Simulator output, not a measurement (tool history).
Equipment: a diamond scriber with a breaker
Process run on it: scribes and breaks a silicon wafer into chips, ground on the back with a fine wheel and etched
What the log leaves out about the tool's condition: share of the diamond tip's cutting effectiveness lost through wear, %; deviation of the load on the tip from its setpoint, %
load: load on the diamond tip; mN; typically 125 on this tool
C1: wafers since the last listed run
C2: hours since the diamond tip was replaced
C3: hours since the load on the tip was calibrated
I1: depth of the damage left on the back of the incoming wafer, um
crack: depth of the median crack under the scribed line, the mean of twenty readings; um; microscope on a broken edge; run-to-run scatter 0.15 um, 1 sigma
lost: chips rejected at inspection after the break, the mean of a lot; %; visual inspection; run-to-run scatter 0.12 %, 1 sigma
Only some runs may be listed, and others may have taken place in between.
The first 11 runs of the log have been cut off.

run 12 hour=1044.1 | load=141 | C1=95 C2=468.3 C3=187.8 | I1=0.71 | crack=15.28 lost=4.66
run 13 hour=1151.0 | load=125 | C1=149 C2=575.2 C3=294.7 | I1=0.43 | crack=14.30 lost=2.05
run 14 hour=1237.3 | load=114 | C1=120 C2=661.5 C3=381.0 | I1=0.79 | crack=13.45 lost=1.94
run 15 hour=1328.5 | load=114 | C1=127 C2=752.7 C3=472.2 | I1=0.39 | crack=13.71 lost=1.69
run 16 hour=1388.3 | load=134 | C1=83 C2=812.5 C3=532.0 | I1=0.68 | crack=15.92 lost=7.07
-- hour=1392.8 load on the tip recalibrated
run 17 hour=1489.1 | load=106 | C1=138 C2=913.3 C3=96.3 | I1=0.30 | crack=11.85 lost=6.39
run 18 hour=1545.7 | load=125 | C1=79 C2=969.9 C3=152.9 | I1=0.31 | crack=13.68 lost=1.71
run 19 hour=1591.3 | load=125 | C1=63 C2=1015.5 C3=198.5 | I1=0.75 | crack=13.71 lost=2.07
-- hour=1638.1 diamond tip replaced by a new one
run 20 hour=1670.9 | load=160 | C1=108 C2=32.8 C3=278.1 | I1=0.65 | crack=17.01 lost=12.00
run 21 hour=1759.9 | load=114 | C1=124 C2=121.8 C3=367.1 | I1=0.48 | crack=13.27 lost=2.40
run 22 hour=1850.3 | load=156 | C1=126 C2=212.2 C3=457.5 | I1=0.38 | crack=17.29 lost=14.27
run 23 hour=1945.4 | load=117 | C1=133 C2=307.3 C3=552.6 | I1=0.74 | crack=14.28 lost=2.23
run 24 hour=2001.9 | load=106 | C1=79 C2=363.8 C3=609.1 | I1=0.57 | crack=13.62 lost=2.15
-- hour=2010.0 load on the tip recalibrated
run 25 hour=2085.2 | load=152 | C1=113 C2=447.1 C3=75.2 | I1=0.52 | crack=15.83 lost=6.83
run 26 hour=2151.7 | load=135 | C1=93 C2=513.6 C3=141.7 | I1=0.65 | crack=14.76 lost=2.62
run 27 hour=2245.4 | load=98 | C1=131 C2=607.3 C3=235.4 | I1=0.54 | crack=11.38 lost=9.24

Run 28, settings as shown, results not yet in. Your forecast:
run 28 hour=2309.2 | load=90 | C1=89 C2=671.1 C3=299.2 | I1=0.44 | crack=? lost=?

Run 28 gave crack 10.70 um, lost 15.42 %.
On a tool with no hidden condition, and with the same random variation, this run would have come out at crack 10.44 um, lost 17.98 %.
